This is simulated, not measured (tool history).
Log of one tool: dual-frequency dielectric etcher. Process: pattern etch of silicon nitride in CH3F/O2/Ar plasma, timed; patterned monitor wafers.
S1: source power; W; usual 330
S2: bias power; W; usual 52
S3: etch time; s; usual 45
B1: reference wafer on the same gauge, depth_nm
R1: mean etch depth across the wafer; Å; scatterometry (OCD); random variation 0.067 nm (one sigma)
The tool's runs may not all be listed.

run 1 hour=0 | S1=330 S2=56 S3=45 | B1=23.19 | R1=271.6
run 2 hour=30 | S1=330 S2=52 S3=45 | B1=23.22 | R1=265.8
run 3 hour=50.9 | S1=330 S2=52 S3=45 | B1=23.2 | R1=266.2
-- hour=52.6 gauge calibrated
run 4 hour=71.9 | S1=330 S2=52 S3=45 | B1=23.2 | R1=264.7
run 5 hour=85.6 | S1=330 S2=52 S3=45 | B1=23.2 | R1=263.5
-- hour=129 wet clean of the chamber
-- hour=151.3 upper electrode replaced
-- hour=156.2 source power generator calibrated
-- hour=171.7 wet clean of the chamber, repeated, since the last time left the tool worse
run 6 hour=172.2 | S1=330 S2=52 S3=45 | B1=23.17 | R1=269.5
run 7 hour=172.6 | S1=330 S2=61 S3=45 | B1=23.2 | R1=283.7
run 8 hour=172.9 | S1=330 S2=52 S3=45 | B1=23.22 | R1=270.2
run 9 hour=173.2 | S1=300 S2=52 S3=45 | B1=23.22 | R1=262.3
run 10 hour=189 | S1=400 S2=58 S3=55.5 | B1=23.2 | R1=361
-- hour=207.4 bias power generator calibrated
run 11 hour=216.2 | S1=330 S2=60 S3=38.5 | B1=23.2 | R1=240.2
-- hour=217 gauge calibrated
run 12 hour=247.6 | S1=330 S2=56 S3=55 | B1=23.2 | R1=334.4
run 13 hour=267.1 | S1=330 S2=41 S3=51.5 | B1=23.2 | R1=285.5
run 14 hour=288.2 | S1=330 S2=52 S3=45 | B1=23.21 | R1=266.6
run 15 hour=320.7 | S1=280 S2=41 S3=57 | B1=23.19 | R1=299.7

Forecast each of these 3 alternatives for the next run:
run A hour=321.1 | S1=390 S2=52 S3=45 | B1=? | R1=?
run B hour=321.1 | S1=280 S2=63 S3=55 | B1=? | R1=?
run C hour=321.1 | S1=300 S2=52 S3=34 | B1=? | R1=?

run=A B1=23.19 R1=278
run=B B1=23.19 R1=332.2
run=C B1=23.19 R1=196.1
Without the tool's hidden state the same runs would have given:
run=A R1=280.8
run=B R1=335.5
run=C R1=198
